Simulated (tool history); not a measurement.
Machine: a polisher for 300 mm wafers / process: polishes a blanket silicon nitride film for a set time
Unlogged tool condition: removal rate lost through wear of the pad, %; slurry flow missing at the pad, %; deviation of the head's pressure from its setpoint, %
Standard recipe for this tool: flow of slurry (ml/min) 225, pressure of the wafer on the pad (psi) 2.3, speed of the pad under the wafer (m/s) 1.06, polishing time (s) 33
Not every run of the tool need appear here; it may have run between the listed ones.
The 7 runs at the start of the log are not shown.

run,hour,flow of slurry (ml/min),pressure of the wafer on the pad (psi),speed of the pad under the wafer (m/s),polishing time (s),wafers since the last listed run,wafers polished on this pad,hours since the slurry nozzle was cleaned,hours since the head pressure was calibrated,"incoming thickness of the incoming film, nm",film removed (nm)
8,559.7,225,2.3,1.06,33,558,7850,710.0,766.3,611.1,32.4
9,620.1,225,2.3,1.06,33,825,8675,770.4,826.7,603.6,32.2
# hour 648.3: slurry nozzle cleaned
10,696.9,225,2.3,0.94,33,1035,9711,48.6,903.5,609.8,31.7
# hour 734.6: worn pad replaced by a new one
11,741.6,225,2.3,0.94,33,556,96,93.3,948.2,615.2,31.5
12,789.3,225,2.3,1.06,33,651,748,141.0,995.9,609.2,34.9
13,844.5,225,2.3,1.06,33,754,1502,196.2,1051.1,609.6,34.7
14,899.8,265,2.0,1.28,37,755,2257,251.5,1106.4,597.8,40.3
15,976.0,225,2.3,0.82,25,1041,3299,327.7,1182.6,617.1,21.6
# hour 1021.4: head pressure recalibrated
16,1030.5,155,3.0,0.88,33,717,4016,382.2,9.1,614.5,35.6
17,1116.5,295,2.0,0.96,33,1175,5191,468.2,95.1,603.2,28.7
18,1155.6,225,2.3,1.06,33,534,5725,507.3,134.2,596.1,34.0
19,1224.9,225,2.9,1.32,33,946,6672,576.6,203.5,605.1,49.6
20,1328.6,280,2.3,1.06,33,1416,8089,680.3,307.2,608.8,35.2
21,1376.1,145,2.3,1.22,33,649,8738,727.8,354.7,603.6,33.6
22,1441.1,180,1.8,0.82,44,888,9627,792.8,419.7,602.9,27.2
# hour 1486.7: slurry nozzle cleaned
# hour 1501.6: worn pad replaced by a new one
23,1524.9,265,2.0,1.28,37,1076,318,38.2,503.5,617.1,39.6
24,1621.0,280,2.7,1.34,33,1313,1631,134.3,599.6,624.3,48.5

The next listed run, before its measurement:
25,1728.1,225,1.7,1.06,33,1463,3094,241.4,706.7,612.1,?

{"run 25": {"film removed (nm)": 25.7}}
On a tool with no hidden condition, and with the same random variation, this run would have come out at film removed (nm) 26.4.

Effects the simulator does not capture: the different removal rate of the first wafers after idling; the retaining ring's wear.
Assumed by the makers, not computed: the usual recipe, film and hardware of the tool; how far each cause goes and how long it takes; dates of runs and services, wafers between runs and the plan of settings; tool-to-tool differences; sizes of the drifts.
